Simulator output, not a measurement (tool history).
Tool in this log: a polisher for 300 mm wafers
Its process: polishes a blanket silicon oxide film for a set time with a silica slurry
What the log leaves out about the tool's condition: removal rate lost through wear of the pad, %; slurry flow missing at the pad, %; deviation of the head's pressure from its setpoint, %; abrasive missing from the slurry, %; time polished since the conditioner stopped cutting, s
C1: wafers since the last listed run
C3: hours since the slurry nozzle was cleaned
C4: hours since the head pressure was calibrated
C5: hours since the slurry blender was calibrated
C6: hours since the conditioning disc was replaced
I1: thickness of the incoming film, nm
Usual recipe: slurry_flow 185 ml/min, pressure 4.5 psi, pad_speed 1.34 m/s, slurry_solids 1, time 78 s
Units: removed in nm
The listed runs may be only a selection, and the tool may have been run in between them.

run 1 hour=0 | slurry_flow=185 pressure=4.5 pad_speed=1.34 slurry_solids=1 time=78 | C1=0 wafers_polished_on_this_pad=2138 C3=162.3 C4=170 C5=20.8 C6=148.7 | I1=999.1 | removed=359.3
run 2 hour=69.7 | slurry_flow=185 pressure=4.5 pad_speed=1.34 slurry_solids=1 time=78 | C1=830 wafers_polished_on_this_pad=2969 C3=232 C4=239.7 C5=90.5 C6=218.4 | I1=990.6 | removed=362.9
run 3 hour=97 | slurry_flow=160 pressure=5.1 pad_speed=1.48 slurry_solids=1.25 time=78 | C1=325 wafers_polished_on_this_pad=3294 C3=259.3 C4=267 C5=117.8 C6=245.7 | I1=1007.4 | removed=464.6
run 4 hour=162.4 | slurry_flow=185 pressure=4.5 pad_speed=1.34 slurry_solids=1.1 time=78 | C1=779 wafers_polished_on_this_pad=4073 C3=324.7 C4=332.4 C5=183.2 C6=311.1 | I1=995.8 | removed=369.6
run 5 hour=195.5 | slurry_flow=185 pressure=4.5 pad_speed=1.34 slurry_solids=1 time=78 | C1=394 wafers_polished_on_this_pad=4468 C3=357.8 C4=365.5 C5=216.3 C6=344.2 | I1=1023.1 | removed=357.1
-- hour=274.2 head pressure recalibrated
run 6 hour=276.1 | slurry_flow=120 pressure=4.5 pad_speed=1.2 slurry_solids=1 time=78 | C1=936 wafers_polished_on_this_pad=5404 C3=438.4 C4=1.9 C5=296.9 C6=424.8 | I1=1027.1 | removed=278
run 7 hour=310.5 | slurry_flow=185 pressure=5.6 pad_speed=0.9 slurry_solids=1 time=90 | C1=409 wafers_polished_on_this_pad=5814 C3=472.8 C4=36.3 C5=331.3 C6=459.2 | I1=1022.8 | removed=347.6
run 8 hour=341 | slurry_flow=185 pressure=4.5 pad_speed=1.34 slurry_solids=1 time=97 | C1=363 wafers_polished_on_this_pad=6177 C3=503.3 C4=66.8 C5=361.8 C6=489.7 | I1=1028.5 | removed=418.6
run 9 hour=371.7 | slurry_flow=185 pressure=4.5 pad_speed=1.8 slurry_solids=1 time=90 | C1=365 wafers_polished_on_this_pad=6543 C3=534 C4=97.5 C5=392.5 C6=520.4 | I1=1022.3 | removed=484.7
-- hour=405.8 worn pad replaced by a new one
-- hour=416.4 conditioning disc replaced and pad reconditioned
run 10 hour=437.8 | slurry_flow=125 pressure=4.5 pad_speed=0.94 slurry_solids=1 time=52 | C1=716 wafers_polished_on_this_pad=357 C3=600.1 C4=163.6 C5=458.6 C6=21.4 | I1=1012.8 | removed=153.5
run 11 hour=478.3 | slurry_flow=185 pressure=5.6 pad_speed=1.34 slurry_solids=1.15 time=78 | C1=482 wafers_polished_on_this_pad=840 C3=640.6 C4=204.1 C5=499.1 C6=61.9 | I1=1027.9 | removed=437.8
run 12 hour=524.9 | slurry_flow=185 pressure=4.5 pad_speed=1.34 slurry_solids=1 time=78 | C1=555 wafers_polished_on_this_pad=1395 C3=687.2 C4=250.7 C5=545.7 C6=108.5 | I1=1019.5 | removed=326.7
-- hour=554.6 slurry blender recalibrated
run 13 hour=574.7 | slurry_flow=185 pressure=3.4 pad_speed=1.34 slurry_solids=1 time=90 | C1=569 wafers_polished_on_this_pad=1964 C3=737 C4=300.5 C5=20.1 C6=158.3 | I1=995.8 | removed=313
run 14 hour=620.3 | slurry_flow=185 pressure=4.5 pad_speed=1.34 slurry_solids=1 time=78 | C1=543 wafers_polished_on_this_pad=2508 C3=782.6 C4=346.1 C5=65.7 C6=203.9 | I1=994.4 | removed=357.7
-- hour=626.2 slurry nozzle cleaned
run 15 hour=691.2 | slurry_flow=185 pressure=4.5 pad_speed=1.34 slurry_solids=1 time=78 | C1=832 wafers_polished_on_this_pad=3340 C3=65 C4=417 C5=136.6 C6=274.8 | I1=1007.5 | removed=359.6
run 16 hour=717.6 | slurry_flow=185 pressure=4.5 pad_speed=1.34 slurry_solids=1 time=78 | C1=314 wafers_polished_on_this_pad=3655 C3=91.4 C4=443.4 C5=163 C6=301.2 | I1=999.5 | removed=365.1
run 17 hour=776.8 | slurry_flow=185 pressure=3.5 pad_speed=1.1 slurry_solids=1 time=104 | C1=705 wafers_polished_on_this_pad=4360 C3=150.6 C4=502.6 C5=222.2 C6=360.4 | I1=1008.6 | removed=314.7
run 18 hour=816.8 | slurry_flow=185 pressure=4.5 pad_speed=1.34 slurry_solids=1 time=78 | C1=476 wafers_polished_on_this_pad=4837 C3=190.6 C4=542.6 C5=262.2 C6=400.4 | I1=1002.8 | removed=361.1
-- hour=840 head pressure recalibrated
-- hour=948.6 worn pad replaced by a new one
run 19 hour=1001.3 | slurry_flow=210 pressure=3.3 pad_speed=1.78 slurry_solids=1 time=78 | C1=2126 wafers_polished_on_this_pad=628 C3=375.1 C4=161.3 C5=446.7 C6=584.9 | I1=1013.6 | removed=314.7
-- hour=1007.4 conditioning disc replaced and pad reconditioned
-- hour=1022.7 slurry blender recalibrated
run 20 hour=1064 | slurry_flow=185 pressure=4.9 pad_speed=1.34 slurry_solids=1 time=78 | C1=699 wafers_polished_on_this_pad=1327 C3=437.8 C4=224 C5=41.3 C6=56.6 | I1=988.1 | removed=390.3
run 21 hour=1263.1 | slurry_flow=185 pressure=3.5 pad_speed=1.34 slurry_solids=0.9 time=78 | C1=2372 wafers_polished_on_this_pad=3699 C3=636.9 C4=423.1 C5=240.4 C6=255.7 | I1=1011.6 | removed=264
run 22 hour=1296.7 | slurry_flow=185 pressure=4.5 pad_speed=1.34 slurry_solids=0.85 time=68 | C1=400 wafers_polished_on_this_pad=4100 C3=670.5 C4=456.7 C5=274 C6=289.3 | I1=1003.1 | removed=286
run 23 hour=1343.2 | slurry_flow=185 pressure=4.5 pad_speed=1.34 slurry_solids=1 time=78 | C1=554 wafers_polished_on_this_pad=4654 C3=717 C4=503.2 C5=320.5 C6=335.8 | I1=997.3 | removed=350
-- hour=1378.1 slurry nozzle cleaned
-- hour=1398.1 worn pad replaced by a new one
run 24 hour=1405.5 | slurry_flow=185 pressure=4.5 pad_speed=1.34 slurry_solids=1 time=78 | C1=682 wafers_polished_on_this_pad=88 C3=27.4 C4=565.5 C5=382.8 C6=398.1 | I1=1019.3 | removed=346.9

5 options for the next run, each taken on its own from the tool as it stands now. Forecast them:
run A hour=1405.9 | slurry_flow=185 pressure=4.5 pad_speed=1.34 slurry_solids=1 time=78 | C1=4 wafers_polished_on_this_pad=92 C3=27.8 C4=565.9 C5=383.2 C6=398.5 | I1=1001.9 | removed=?
run B hour=1405.9 | slurry_flow=250 pressure=4.5 pad_speed=1.34 slurry_solids=1 time=78 | C1=4 wafers_polished_on_this_pad=92 C3=27.8 C4=565.9 C5=383.2 C6=398.5 | I1=1001.9 | removed=?
run C hour=1405.9 | slurry_flow=250 pressure=5.5 pad_speed=1.34 slurry_solids=0.85 time=53 | C1=4 wafers_polished_on_this_pad=92 C3=27.8 C4=565.9 C5=383.2 C6=398.5 | I1=1001.9 | removed=?
run D hour=1405.9 | slurry_flow=145 pressure=5.8 pad_speed=1.34 slurry_solids=1 time=78 | C1=4 wafers_polished_on_this_pad=92 C3=27.8 C4=565.9 C5=383.2 C6=398.5 | I1=1001.9 | removed=?
run E hour=1405.9 | slurry_flow=185 pressure=5 pad_speed=1.34 slurry_solids=0.8 time=78 | C1=4 wafers_polished_on_this_pad=92 C3=27.8 C4=565.9 C5=383.2 C6=398.5 | I1=1001.9 | removed=?

run=A removed=350.4
run=B removed=364.5
run=C removed=280.9
run=D removed=432.8
run=E removed=350.9
Take away the tool's hidden state, keep each run's random variation, and the runs would have read:
run=A removed=350.4
run=B removed=364.5
run=C removed=282.1
run=D removed=432.7
run=E removed=353
